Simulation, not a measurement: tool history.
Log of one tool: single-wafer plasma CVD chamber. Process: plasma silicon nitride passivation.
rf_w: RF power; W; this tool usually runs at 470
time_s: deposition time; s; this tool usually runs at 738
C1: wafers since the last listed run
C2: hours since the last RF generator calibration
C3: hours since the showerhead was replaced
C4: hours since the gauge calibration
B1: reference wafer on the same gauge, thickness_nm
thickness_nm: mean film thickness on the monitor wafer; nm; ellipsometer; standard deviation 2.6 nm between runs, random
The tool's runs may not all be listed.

run 1 hour=0.0 | rf_w=470 time_s=825 | C1=0 C2=668.1 C3=5338.5 C4=148.2 | B1=1029.130 | thickness_nm=1234.338
run 2 hour=104.6 | rf_w=470 time_s=825 | C1=279 C2=772.7 C3=5443.1 C4=252.8 | B1=1029.989 | thickness_nm=1232.066
run 3 hour=159.5 | rf_w=470 time_s=825 | C1=146 C2=827.6 C3=5498.0 C4=307.7 | B1=1030.114 | thickness_nm=1224.707
run 4 hour=427.5 | rf_w=470 time_s=738 | C1=715 C2=1095.6 C3=5766.0 C4=575.7 | B1=1029.563 | thickness_nm=1093.722
run 5 hour=517.2 | rf_w=470 time_s=738 | C1=239 C2=1185.3 C3=5855.7 C4=665.4 | B1=1029.775 | thickness_nm=1088.467
run 6 hour=622.4 | rf_w=395 time_s=738 | C1=280 C2=1290.5 C3=5960.9 C4=770.6 | B1=1030.252 | thickness_nm=1020.443
-- hour=721.8 gauge calibrated
run 7 hour=727.9 | rf_w=395 time_s=738 | C1=281 C2=1396.0 C3=6066.4 C4=6.1 | B1=1029.613 | thickness_nm=1012.363
-- hour=794.9 showerhead replaced, of another model than before
run 8 hour=795.4 | rf_w=470 time_s=738 | C1=158 C2=1463.5 C3=0.5 C4=73.6 | B1=1030.111 | thickness_nm=1065.108
run 9 hour=831.9 | rf_w=470 time_s=738 | C1=97 C2=1500.0 C3=37.0 C4=110.1 | B1=1029.566 | thickness_nm=1058.466
run 10 hour=929.4 | rf_w=515 time_s=832 | C1=260 C2=1597.5 C3=134.5 C4=207.6 | B1=1030.665 | thickness_nm=1260.995
run 11 hour=965.7 | rf_w=470 time_s=649 | C1=96 C2=1633.8 C3=170.8 C4=243.9 | B1=1029.846 | thickness_nm=929.188
run 12 hour=1036.4 | rf_w=520 time_s=671 | C1=188 C2=1704.5 C3=241.5 C4=314.6 | B1=1030.011 | thickness_nm=1021.233

For run 13, what comes out?
run 13 hour=1129.3 | rf_w=470 time_s=738 | C1=248 C2=1797.4 C3=334.4 C4=407.5 | B1=? | thickness_nm=?

Logged for run 13: B1 1029.922, thickness_nm 1046.301 nm.
On a tool with no hidden condition, and with the same random variation, this run would have come out at thickness_nm 1105.745 nm.
